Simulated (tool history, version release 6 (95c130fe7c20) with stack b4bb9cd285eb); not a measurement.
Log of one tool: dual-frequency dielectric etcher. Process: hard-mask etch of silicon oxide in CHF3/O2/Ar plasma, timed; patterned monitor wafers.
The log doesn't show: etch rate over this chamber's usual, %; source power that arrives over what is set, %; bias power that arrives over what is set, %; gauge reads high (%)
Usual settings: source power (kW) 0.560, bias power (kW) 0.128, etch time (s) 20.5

run,hour,source power (kW),bias power (kW),etch time (s),wafers since the last listed run,hours since the last wet clean,hours since the last source power generator calibration,hours since the last bias power generator calibration,hours since the last upper electrode change,hours since the gauge calibration,"read-back reference wafer on the same gauge, depth_nm",mean etch depth across the wafer (angstrom)
1,0.0,0.510,0.128,23.5,0,95.3,1734.3,4359.9,4108.4,405.3,36.15,386.3
2,14.5,0.560,0.128,20.5,299,109.8,1748.8,4374.4,4122.9,419.8,36.10,345.5
3,41.9,0.560,0.128,20.5,566,137.2,1776.2,4401.8,4150.3,447.2,36.04,346.5
# hour 108.2: gauge calibrated
4,141.5,0.560,0.128,20.5,2060,236.8,1875.8,4501.4,4249.9,33.3,36.73,352.2
5,155.4,0.560,0.128,18.0,287,250.7,1889.7,4515.3,4263.8,47.2,36.72,308.1
6,191.3,0.560,0.128,18.0,742,286.6,1925.6,4551.2,4299.7,83.1,36.71,309.0
7,218.2,0.610,0.116,20.5,556,313.5,1952.5,4578.1,4326.6,110.0,36.71,348.7
8,241.4,0.610,0.116,20.5,479,336.7,1975.7,4601.3,4349.8,133.2,36.68,350.6
9,276.2,0.650,0.128,20.5,719,371.5,2010.5,4636.1,4384.6,168.0,36.69,367.3
10,302.4,0.650,0.128,20.5,541,397.7,2036.7,4662.3,4410.8,194.2,36.63,364.6
# hour 327.3: bias power generator calibrated
# hour 330.3: wet clean of the chamber
11,330.8,0.560,0.128,20.5,443,0.5,2065.1,3.5,4439.2,222.6,36.57,351.2
12,348.7,0.560,0.128,20.5,370,18.4,2083.0,21.4,4457.1,240.5,36.60,352.1
# hour 381.2: upper electrode replaced
13,381.7,0.560,0.128,20.5,186,51.4,2116.0,54.4,0.5,273.5,36.52,350.0
14,404.8,0.560,0.115,20.5,477,74.5,2139.1,77.5,23.6,296.6,36.50,339.8
# hour 411.5: source power generator calibrated
15,424.2,0.560,0.096,20.5,318,93.9,12.7,96.9,43.0,316.0,36.46,325.2
16,451.3,0.560,0.128,20.5,560,121.0,39.8,124.0,70.1,343.1,36.38,348.1
17,484.5,0.560,0.128,20.5,686,154.2,73.0,157.2,103.3,376.3,36.35,347.6
18,500.2,0.510,0.144,23.0,324,169.9,88.7,172.9,119.0,392.0,36.30,392.0
19,531.0,0.560,0.096,20.5,637,200.7,119.5,203.7,149.8,422.8,36.24,322.9
20,543.6,0.560,0.128,20.5,260,213.3,132.1,216.3,162.4,435.4,36.18,345.9
21,567.5,0.610,0.101,25.0,494,237.2,156.0,240.2,186.3,459.3,36.10,406.7
22,582.3,0.420,0.136,17.5,306,252.0,170.8,255.0,201.1,474.1,36.04,278.6
# hour 598.7: gauge calibrated
23,603.3,0.450,0.117,15.5,434,273.0,191.8,276.0,222.1,4.6,36.69,245.2
24,628.3,0.560,0.128,20.5,517,298.0,216.8,301.0,247.1,29.6,36.65,351.6
25,654.9,0.460,0.158,20.5,550,324.6,243.4,327.6,273.7,56.2,36.64,353.2
26,675.8,0.560,0.128,17.0,432,345.5,264.3,348.5,294.6,77.1,36.65,292.6
27,709.4,0.620,0.097,25.0,694,379.1,297.9,382.1,328.2,110.7,36.63,410.6
# hour 742.9: wet clean of the chamber
28,744.8,0.560,0.128,20.5,235,1.9,333.3,417.5,363.6,146.1,36.60,352.2
29,769.4,0.600,0.140,20.5,508,26.5,357.9,442.1,388.2,170.7,36.56,366.9
30,788.4,0.560,0.111,20.5,392,45.5,376.9,461.1,407.2,189.7,36.56,337.2

The tool's hidden state at each run:
etch rate over this chamber's usual, %: 0 in every run
source power that arrives over what is set, %: 0 in every run
bias power that arrives over what is set, %: 0 in every run
H1: gauge reads high (%)
run,H1
1,-1.52
2,-1.62
3,-1.82
4,0.101
5,0.092
6,0.0535
7,0.0107
8,-0.0357
9,-0.122
10,-0.2
11,-0.297
12,-0.366
13,-0.505
14,-0.614
15,-0.711
16,-0.858
17,-1.06
18,-1.15
19,-1.36
20,-1.45
21,-1.63
22,-1.74
23,-0.0777
24,-0.0847
25,-0.104
26,-0.126
27,-0.178
28,-0.253
29,-0.317
30,-0.374
